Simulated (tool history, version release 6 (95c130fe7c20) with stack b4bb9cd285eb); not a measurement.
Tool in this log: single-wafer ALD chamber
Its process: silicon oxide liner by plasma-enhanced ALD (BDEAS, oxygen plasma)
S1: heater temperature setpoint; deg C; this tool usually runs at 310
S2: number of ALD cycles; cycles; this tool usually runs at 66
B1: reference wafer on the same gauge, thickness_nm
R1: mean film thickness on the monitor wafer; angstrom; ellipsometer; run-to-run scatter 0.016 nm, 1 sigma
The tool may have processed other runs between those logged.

run,day,S1,S2,B1,R1
1,0.000,310,66,6.799,64.94
2,2.967,310,66,6.798,64.96
3,4.521,310,66,6.800,64.59
4,7.833,310,66,6.801,65.11
5,9.825,310,66,6.803,64.66
6,12.338,310,66,6.799,64.74
7,14.342,310,72,6.803,70.96
8,17.871,310,72,6.796,70.89
9,22.267,310,66,6.802,64.91
10,25.033,310,66,6.806,64.77
11,26.746,310,66,6.801,65.19
12,33.375,310,66,6.800,64.97
13,36.475,306,66,6.804,65.15
14,40.875,302,66,6.802,66.39
15,43.817,302,66,6.800,66.77
# day 47.871: thermocouple changed; heater temperature recalibrated
16,47.892,302,66,6.798,65.07
17,51.996,310,66,6.799,64.69
18,53.708,310,66,6.800,64.45
19,55.983,310,66,6.796,64.61
# day 59.692: gauge calibrated
20,69.071,310,66,6.799,64.52
21,71.500,310,66,6.800,64.68
22,73.112,304,56,6.799,55.56
23,75.154,310,56,6.802,54.70
24,78.158,298,60,6.805,60.91
25,81.788,310,66,6.801,64.44
26,85.388,322,59,6.801,56.77
27,87.117,318,74,6.802,71.62
28,88.742,320,75,6.799,72.22
29,93.083,310,70,6.804,68.65
30,97.392,321,66,6.803,63.73
31,99.412,325,60,6.801,57.40
32,102.925,310,66,6.800,64.48
33,116.029,310,66,6.800,64.72
34,119.379,322,53,6.798,51.28
35,123.488,318,70,6.802,67.71
36,126.596,303,55,6.798,54.92
# day 128.596: gauge calibrated
37,129.867,302,77,6.804,77.15
38,132.921,305,61,6.800,60.64
# day 134.717: thermocouple changed; heater temperature recalibrated
39,134.875,314,66,6.798,63.99
40,138.308,310,54,6.802,52.61
41,141.475,324,79,6.799,75.66

3 ways to go on from here, each from the tool as it stands after run 41. What would each give?
A,141.496,310,66,?,?
B,141.496,321,59,?,?
C,141.496,325,70,?,?

run,B1,R1
A,6.794,64.64
B,6.794,56.81
C,6.794,66.97
What these runs would have given with no unlogged condition in the tool:
run,R1
A,64.41
B,56.60
C,66.73
